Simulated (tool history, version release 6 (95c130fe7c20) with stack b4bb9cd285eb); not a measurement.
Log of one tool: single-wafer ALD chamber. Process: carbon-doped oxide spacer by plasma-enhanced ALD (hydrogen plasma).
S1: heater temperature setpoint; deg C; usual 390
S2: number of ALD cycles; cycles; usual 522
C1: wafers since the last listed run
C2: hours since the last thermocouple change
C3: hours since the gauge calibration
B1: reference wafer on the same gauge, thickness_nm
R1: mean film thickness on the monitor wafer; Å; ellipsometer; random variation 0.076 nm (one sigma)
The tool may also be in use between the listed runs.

{"run": 1, "day": 0.0, "S1": 390, "S2": 489, "C1": 0, "C2": 2144.1, "C3": 834.2, "B1": 21.697, "R1": 233.85}
{"run": 2, "day": 1.15, "S1": 390, "S2": 489, "C1": 23, "C2": 2171.7, "C3": 861.8, "B1": 21.707, "R1": 232.61}
{"run": 3, "day": 3.938, "S1": 381, "S2": 522, "C1": 57, "C2": 2238.6, "C3": 928.7, "B1": 21.704, "R1": 248.61}
{"day": 6.083, "done": "gauge calibrated"}
{"run": 4, "day": 6.15, "S1": 398, "S2": 522, "C1": 45, "C2": 2291.7, "C3": 1.6, "B1": 21.702, "R1": 249.69}
{"run": 5, "day": 13.325, "S1": 390, "S2": 522, "C1": 147, "C2": 2463.9, "C3": 173.8, "B1": 21.715, "R1": 248.6}
{"run": 6, "day": 15.667, "S1": 390, "S2": 522, "C1": 48, "C2": 2520.1, "C3": 230, "B1": 21.726, "R1": 248.71}
{"run": 7, "day": 18.55, "S1": 390, "S2": 522, "C1": 59, "C2": 2589.3, "C3": 299.2, "B1": 21.697, "R1": 247.04}
{"run": 8, "day": 20.304, "S1": 390, "S2": 522, "C1": 36, "C2": 2631.4, "C3": 341.3, "B1": 21.696, "R1": 248.07}
{"run": 9, "day": 22.425, "S1": 390, "S2": 522, "C1": 43, "C2": 2682.3, "C3": 392.2, "B1": 21.727, "R1": 248.8}
{"run": 10, "day": 23.846, "S1": 390, "S2": 522, "C1": 29, "C2": 2716.4, "C3": 426.3, "B1": 21.697, "R1": 248.41}
{"run": 11, "day": 26.246, "S1": 386, "S2": 522, "C1": 49, "C2": 2774, "C3": 483.9, "B1": 21.688, "R1": 247.53}
{"run": 12, "day": 28.671, "S1": 386, "S2": 522, "C1": 50, "C2": 2832.2, "C3": 542.1, "B1": 21.675, "R1": 249.04}
{"day": 32.042, "done": "thermocouple changed; heater temperature recalibrated"}
{"run": 13, "day": 34.554, "S1": 397, "S2": 569, "C1": 114, "C2": 60.3, "C3": 683.3, "B1": 21.681, "R1": 270.17}
{"run": 14, "day": 37.05, "S1": 390, "S2": 522, "C1": 51, "C2": 120.2, "C3": 743.2, "B1": 21.685, "R1": 249.15}
{"run": 15, "day": 39.692, "S1": 402, "S2": 491, "C1": 54, "C2": 183.6, "C3": 806.6, "B1": 21.708, "R1": 232.12}
{"run": 16, "day": 41.954, "S1": 384, "S2": 437, "C1": 46, "C2": 237.9, "C3": 860.9, "B1": 21.721, "R1": 208.86}
{"day": 43.625, "done": "gauge calibrated"}
{"run": 17, "day": 44.508, "S1": 390, "S2": 522, "C1": 52, "C2": 299.2, "C3": 21.2, "B1": 21.69, "R1": 248.24}
{"run": 18, "day": 47.162, "S1": 390, "S2": 600, "C1": 54, "C2": 362.9, "C3": 84.9, "B1": 21.692, "R1": 286.31}
{"run": 19, "day": 50.004, "S1": 385, "S2": 439, "C1": 58, "C2": 431.1, "C3": 153.1, "B1": 21.707, "R1": 209.68}
{"run": 20, "day": 52.417, "S1": 390, "S2": 522, "C1": 49, "C2": 489, "C3": 211, "B1": 21.697, "R1": 247.12}
{"run": 21, "day": 55.333, "S1": 397, "S2": 458, "C1": 60, "C2": 559, "C3": 281, "B1": 21.705, "R1": 218.72}
{"run": 22, "day": 56.867, "S1": 381, "S2": 425, "C1": 31, "C2": 595.8, "C3": 317.8, "B1": 21.717, "R1": 203.08}
{"run": 23, "day": 58.225, "S1": 390, "S2": 522, "C1": 28, "C2": 628.4, "C3": 350.4, "B1": 21.71, "R1": 247.73}
{"run": 24, "day": 60.533, "S1": 405, "S2": 564, "C1": 47, "C2": 683.8, "C3": 405.8, "B1": 21.714, "R1": 264.8}
{"run": 25, "day": 62.062, "S1": 390, "S2": 522, "C1": 31, "C2": 720.5, "C3": 442.5, "B1": 21.706, "R1": 248.21}
{"run": 26, "day": 64.317, "S1": 379, "S2": 522, "C1": 46, "C2": 774.6, "C3": 496.6, "B1": 21.695, "R1": 250.83}
{"run": 27, "day": 66.475, "S1": 385, "S2": 474, "C1": 44, "C2": 826.4, "C3": 548.4, "B1": 21.687, "R1": 225.64}

Forecast each of these 3 alternatives for the next run:
{"run": "A", "day": 66.525, "S1": 390, "S2": 522, "C1": 1, "C2": 827.6, "C3": 549.6, "B1": "?", "R1": "?"}
{"run": "B", "day": 66.525, "S1": 379, "S2": 603, "C1": 1, "C2": 827.6, "C3": 549.6, "B1": "?", "R1": "?"}
{"run": "C", "day": 66.525, "S1": 390, "S2": 625, "C1": 1, "C2": 827.6, "C3": 549.6, "B1": "?", "R1": "?"}

run=A B1=21.702 R1=249.26
run=B B1=21.702 R1=287.94
run=C B1=21.702 R1=298.45
Without the tool's hidden state the same runs would have given:
run=A R1=249.26
run=B R1=287.94
run=C R1=298.45

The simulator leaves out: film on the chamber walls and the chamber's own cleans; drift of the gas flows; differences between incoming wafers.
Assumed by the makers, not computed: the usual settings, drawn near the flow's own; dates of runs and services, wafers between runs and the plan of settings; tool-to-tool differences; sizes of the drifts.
